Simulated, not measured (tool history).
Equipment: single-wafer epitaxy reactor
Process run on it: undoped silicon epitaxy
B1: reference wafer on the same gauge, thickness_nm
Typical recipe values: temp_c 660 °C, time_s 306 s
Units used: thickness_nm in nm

{"run": 1, "hour": 0.0, "temp_c": 660, "time_s": 306, "B1": 61.292, "thickness_nm": 64.787}
{"run": 2, "hour": 38.2, "temp_c": 660, "time_s": 306, "B1": 61.273, "thickness_nm": 64.889}
{"run": 3, "hour": 105.5, "temp_c": 660, "time_s": 306, "B1": 61.29, "thickness_nm": 64.748}
{"run": 4, "hour": 175.5, "temp_c": 660, "time_s": 306, "B1": 61.322, "thickness_nm": 64.831}
{"run": 5, "hour": 202.2, "temp_c": 660, "time_s": 306, "B1": 61.295, "thickness_nm": 64.849}
{"hour": 227.9, "done": "gauge calibrated"}
{"run": 6, "hour": 263.7, "temp_c": 660, "time_s": 306, "B1": 61.3, "thickness_nm": 64.881}
{"run": 7, "hour": 301.5, "temp_c": 660, "time_s": 306, "B1": 61.31, "thickness_nm": 64.701}
{"hour": 353.9, "done": "pyrometer calibrated"}
{"run": 8, "hour": 369.9, "temp_c": 672, "time_s": 348, "B1": 61.283, "thickness_nm": 73.519}
{"run": 9, "hour": 408.2, "temp_c": 660, "time_s": 306, "B1": 61.28, "thickness_nm": 48.441}

Predict the results of run 10:
{"run": 10, "hour": 454.2, "temp_c": 660, "time_s": 306, "B1": "?", "thickness_nm": "?"}

B1: 61.320
thickness_nm: 48.668 nm
On a tool with no hidden condition, and with the same random variation, this run would have come out at thickness_nm 58.272 nm.
